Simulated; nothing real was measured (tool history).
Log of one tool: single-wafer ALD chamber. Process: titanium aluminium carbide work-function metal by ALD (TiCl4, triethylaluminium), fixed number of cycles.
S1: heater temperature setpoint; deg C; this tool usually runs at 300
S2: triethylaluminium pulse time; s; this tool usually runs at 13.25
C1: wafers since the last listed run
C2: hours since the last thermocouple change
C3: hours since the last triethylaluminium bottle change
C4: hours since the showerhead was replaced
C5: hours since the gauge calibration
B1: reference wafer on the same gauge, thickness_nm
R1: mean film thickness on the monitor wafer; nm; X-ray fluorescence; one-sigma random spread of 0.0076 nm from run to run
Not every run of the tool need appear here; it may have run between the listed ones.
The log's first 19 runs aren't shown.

{"run": 20, "hour": 560.8, "S1": 313, "S2": 15.29, "C1": 472, "C2": 118.0, "C3": 486.0, "C4": 247.9, "C5": 122.4, "B1": 1.848, "R1": 2.2}
{"run": 21, "hour": 572.9, "S1": 286, "S2": 8.12, "C1": 163, "C2": 130.1, "C3": 498.1, "C4": 260.0, "C5": 134.5, "B1": 1.85, "R1": 1.397}
{"run": 22, "hour": 596.1, "S1": 300, "S2": 13.25, "C1": 313, "C2": 153.3, "C3": 521.3, "C4": 283.2, "C5": 157.7, "B1": 1.85, "R1": 2.076}
{"run": 23, "hour": 616.0, "S1": 312, "S2": 14.78, "C1": 268, "C2": 173.2, "C3": 541.2, "C4": 303.1, "C5": 177.6, "B1": 1.849, "R1": 2.2}
{"run": 24, "hour": 650.6, "S1": 300, "S2": 13.25, "C1": 467, "C2": 207.8, "C3": 575.8, "C4": 337.7, "C5": 212.2, "B1": 1.85, "R1": 2.077}
{"run": 25, "hour": 683.0, "S1": 289, "S2": 13.25, "C1": 437, "C2": 240.2, "C3": 608.2, "C4": 370.1, "C5": 244.6, "B1": 1.851, "R1": 2.0}
{"run": 26, "hour": 700.1, "S1": 300, "S2": 15.07, "C1": 230, "C2": 257.3, "C3": 625.3, "C4": 387.2, "C5": 261.7, "B1": 1.851, "R1": 2.093}
{"run": 27, "hour": 726.7, "S1": 306, "S2": 10.95, "C1": 359, "C2": 283.9, "C3": 651.9, "C4": 413.8, "C5": 288.3, "B1": 1.849, "R1": 2.042}
{"run": 28, "hour": 746.3, "S1": 300, "S2": 13.25, "C1": 264, "C2": 303.5, "C3": 671.5, "C4": 433.4, "C5": 307.9, "B1": 1.85, "R1": 2.086}
{"run": 29, "hour": 774.9, "S1": 285, "S2": 16.18, "C1": 386, "C2": 332.1, "C3": 700.1, "C4": 462.0, "C5": 336.5, "B1": 1.851, "R1": 1.976}
{"run": 30, "hour": 805.9, "S1": 305, "S2": 9.18, "C1": 418, "C2": 363.1, "C3": 731.1, "C4": 493.0, "C5": 367.5, "B1": 1.849, "R1": 1.811}
{"run": 31, "hour": 838.4, "S1": 300, "S2": 13.25, "C1": 438, "C2": 395.6, "C3": 763.6, "C4": 525.5, "C5": 400.0, "B1": 1.848, "R1": 2.075}
{"run": 32, "hour": 868.1, "S1": 294, "S2": 9.5, "C1": 400, "C2": 425.3, "C3": 793.3, "C4": 555.2, "C5": 429.7, "B1": 1.85, "R1": 1.783}
{"run": 33, "hour": 889.5, "S1": 315, "S2": 17.67, "C1": 288, "C2": 446.7, "C3": 814.7, "C4": 576.6, "C5": 451.1, "B1": 1.847, "R1": 2.204}

4 ways to go on from here, each from the tool as it stands after run 33. What would each give?
{"run": "A", "hour": 889.9, "S1": 300, "S2": 13.25, "C1": 5, "C2": 447.1, "C3": 815.1, "C4": 577.0, "C5": 451.5, "B1": "?", "R1": "?"}
{"run": "B", "hour": 889.9, "S1": 294, "S2": 17.47, "C1": 5, "C2": 447.1, "C3": 815.1, "C4": 577.0, "C5": 451.5, "B1": "?", "R1": "?"}
{"run": "C", "hour": 889.9, "S1": 300, "S2": 14.94, "C1": 5, "C2": 447.1, "C3": 815.1, "C4": 577.0, "C5": 451.5, "B1": "?", "R1": "?"}
{"run": "D", "hour": 889.9, "S1": 314, "S2": 11.29, "C1": 5, "C2": 447.1, "C3": 815.1, "C4": 577.0, "C5": 451.5, "B1": "?", "R1": "?"}

run=A B1=1.851 R1=2.067
run=B B1=1.851 R1=2.039
run=C B1=1.851 R1=2.081
run=D B1=1.851 R1=2.119
With the hidden condition removed and each run's random variation left untouched, the same runs would have given:
run=A R1=2.082
run=B R1=2.055
run=C R1=2.097
run=D R1=2.134

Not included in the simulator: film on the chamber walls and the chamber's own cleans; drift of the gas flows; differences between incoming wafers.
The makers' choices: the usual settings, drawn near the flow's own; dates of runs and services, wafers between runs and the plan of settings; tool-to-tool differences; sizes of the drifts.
